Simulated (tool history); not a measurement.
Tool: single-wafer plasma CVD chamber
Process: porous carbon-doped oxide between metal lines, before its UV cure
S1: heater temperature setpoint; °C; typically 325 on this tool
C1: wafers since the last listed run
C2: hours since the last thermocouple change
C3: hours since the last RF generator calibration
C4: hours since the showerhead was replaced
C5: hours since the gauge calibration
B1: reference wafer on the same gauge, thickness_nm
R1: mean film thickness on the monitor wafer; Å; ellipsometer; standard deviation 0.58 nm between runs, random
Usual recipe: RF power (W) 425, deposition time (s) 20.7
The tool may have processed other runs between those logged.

run 1 hour=0.0 | S1=325 RF_power_(W)=425 deposition_time_(s)=20.7 | C1=0 C2=374.2 C3=85.0 C4=4725.9 C5=524.2 | B1=91.994 | R1=960.64
run 2 hour=104.6 | S1=325 RF_power_(W)=390 deposition_time_(s)=20.7 | C1=3649 C2=478.8 C3=189.6 C4=4830.5 C5=628.8 | B1=91.954 | R1=879.47
run 3 hour=143.3 | S1=325 RF_power_(W)=425 deposition_time_(s)=20.7 | C1=1350 C2=517.5 C3=228.3 C4=4869.2 C5=667.5 | B1=91.889 | R1=959.01
run 4 hour=203.8 | S1=325 RF_power_(W)=425 deposition_time_(s)=20.7 | C1=2110 C2=578.0 C3=288.8 C4=4929.7 C5=728.0 | B1=92.076 | R1=939.76
run 5 hour=250.5 | S1=317 RF_power_(W)=475 deposition_time_(s)=20.7 | C1=1629 C2=624.7 C3=335.5 C4=4976.4 C5=774.7 | B1=92.076 | R1=1087.33
run 6 hour=288.1 | S1=317 RF_power_(W)=475 deposition_time_(s)=20.7 | C1=1311 C2=662.3 C3=373.1 C4=5014.0 C5=812.3 | B1=91.892 | R1=1106.25
-- hour=378.6 gauge calibrated
run 7 hour=391.7 | S1=325 RF_power_(W)=425 deposition_time_(s)=18.2 | C1=3614 C2=765.9 C3=476.7 C4=5117.6 C5=13.1 | B1=92.121 | R1=832.27
run 8 hour=461.1 | S1=325 RF_power_(W)=425 deposition_time_(s)=18.2 | C1=2421 C2=835.3 C3=546.1 C4=5187.0 C5=82.5 | B1=91.945 | R1=826.40
run 9 hour=510.1 | S1=325 RF_power_(W)=425 deposition_time_(s)=20.7 | C1=1709 C2=884.3 C3=595.1 C4=5236.0 C5=131.5 | B1=92.230 | R1=928.92
run 10 hour=603.8 | S1=325 RF_power_(W)=425 deposition_time_(s)=20.7 | C1=3268 C2=978.0 C3=688.8 C4=5329.7 C5=225.2 | B1=91.971 | R1=921.36
run 11 hour=659.5 | S1=325 RF_power_(W)=425 deposition_time_(s)=20.7 | C1=1943 C2=1033.7 C3=744.5 C4=5385.4 C5=280.9 | B1=92.080 | R1=912.87
run 12 hour=723.7 | S1=325 RF_power_(W)=425 deposition_time_(s)=20.7 | C1=2239 C2=1097.9 C3=808.7 C4=5449.6 C5=345.1 | B1=92.010 | R1=907.57
run 13 hour=800.5 | S1=325 RF_power_(W)=425 deposition_time_(s)=20.7 | C1=2679 C2=1174.7 C3=885.5 C4=5526.4 C5=421.9 | B1=92.125 | R1=892.38
-- hour=854.7 RF generator calibrated
run 14 hour=855.2 | S1=316 RF_power_(W)=480 deposition_time_(s)=18.4 | C1=1629 C2=1229.4 C3=0.5 C4=5581.1 C5=476.6 | B1=91.973 | R1=987.72
run 15 hour=929.1 | S1=325 RF_power_(W)=425 deposition_time_(s)=20.7 | C1=2578 C2=1303.3 C3=74.4 C4=5655.0 C5=550.5 | B1=92.217 | R1=941.10

Expected results for the next run?
run 16 hour=982.4 | S1=325 RF_power_(W)=425 deposition_time_(s)=20.7 | C1=1859 C2=1356.6 C3=127.7 C4=5708.3 C5=603.8 | B1=? | R1=?

For run 16 the tool returned B1 91.876, R1 942.41 Å.
The same run, on a tool lacking any hidden state, would have yielded R1 983.02 Å.

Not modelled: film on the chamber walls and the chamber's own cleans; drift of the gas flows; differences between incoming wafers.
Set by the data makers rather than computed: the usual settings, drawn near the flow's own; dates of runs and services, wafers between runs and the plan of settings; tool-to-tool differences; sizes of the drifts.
